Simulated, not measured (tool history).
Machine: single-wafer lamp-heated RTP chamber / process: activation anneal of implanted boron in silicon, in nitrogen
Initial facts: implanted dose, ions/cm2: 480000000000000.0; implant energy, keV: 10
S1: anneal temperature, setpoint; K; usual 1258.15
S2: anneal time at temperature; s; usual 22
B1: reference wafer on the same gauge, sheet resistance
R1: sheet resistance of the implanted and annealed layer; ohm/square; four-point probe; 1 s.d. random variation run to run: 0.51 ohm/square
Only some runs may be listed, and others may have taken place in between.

run   hour       S1  S2      B1      R1
  1    0.0  1258.15  22  261.97  247.64
  2   12.6  1258.15  22  262.01  247.33
  3   22.8  1258.15  22  261.99  246.45
  4   35.4  1258.15  22  262.02  247.15
  5   42.7  1274.15  29  261.95  243.83
  6   60.7  1258.15  22  261.96  246.65
  7   67.6  1258.15  22  262.06  247.51
  8   80.1  1258.15  15  261.97  248.56
  9   89.7  1258.15  15  261.89  246.74
 10   97.4  1258.15  15  261.94  247.03
 11  108.1  1258.15  28  261.96  246.23
 12  120.8  1258.15  28  262.12  245.39
 13  130.1  1258.15  28  262.12  245.42
 14  136.7  1272.15  28  261.99  243.53
 15  145.4  1258.15  22  262.02  246.00
 16  154.2  1272.15  28  262.09  244.15
 17  166.8  1248.15  10  262.07  250.74
     192.0  -- pyrometer window cleaned and pyrometer calibrated
 18  192.5  1258.15  22  261.88  249.31
 19  194.7  1248.15  22  261.93  252.78
     209.2  -- reflector plate cleaned
 20  209.7  1258.15  22  262.04  250.42
 21  210.0  1266.15  34  261.90  247.87
 22  220.6  1234.15  22  261.94  271.86
 23  236.5  1229.15  17  261.89  280.80
 24  252.7  1249.15  25  262.01  253.62
 25  262.7  1239.15  30  262.03  260.71
 26  277.4  1230.15  18  262.17  276.70
 27  285.4  1283.15  26  262.00  243.91
 28  299.7  1258.15  22  262.08  249.31
     301.3  -- gauge calibrated
 29  308.2  1237.15  26  262.07  261.93
 30  318.2  1275.15  30  262.01  244.05
 31  331.9  1258.15  16  262.05  250.68
 32  338.0  1241.15  31  261.90  257.56
 33  350.1  1231.15  12  262.05  275.77
 34  360.5  1238.15  26  261.97  260.14
 35  367.4  1258.15  31  261.98  248.94
 36  381.7  1288.15  31  261.93  243.22
 37  407.1  1266.15  29  262.03  246.03
 38  419.3  1238.15  14  261.90  263.01

What if the next run were any one of these 3? Each begins from the tool's condition after run 38:
  A  419.7  1233.15  22   ?   ?
  B  419.7  1287.15  31   ?   ?
  C  419.7  1280.15  15   ?   ?

run      B1      R1
  A  262.07  265.23
  B  262.07  243.17
  C  262.07  245.33
Stripped of hidden state, with their random variation kept, the same runs would have yielded:
run      R1
  A  276.15
  B  243.79
  C  246.20
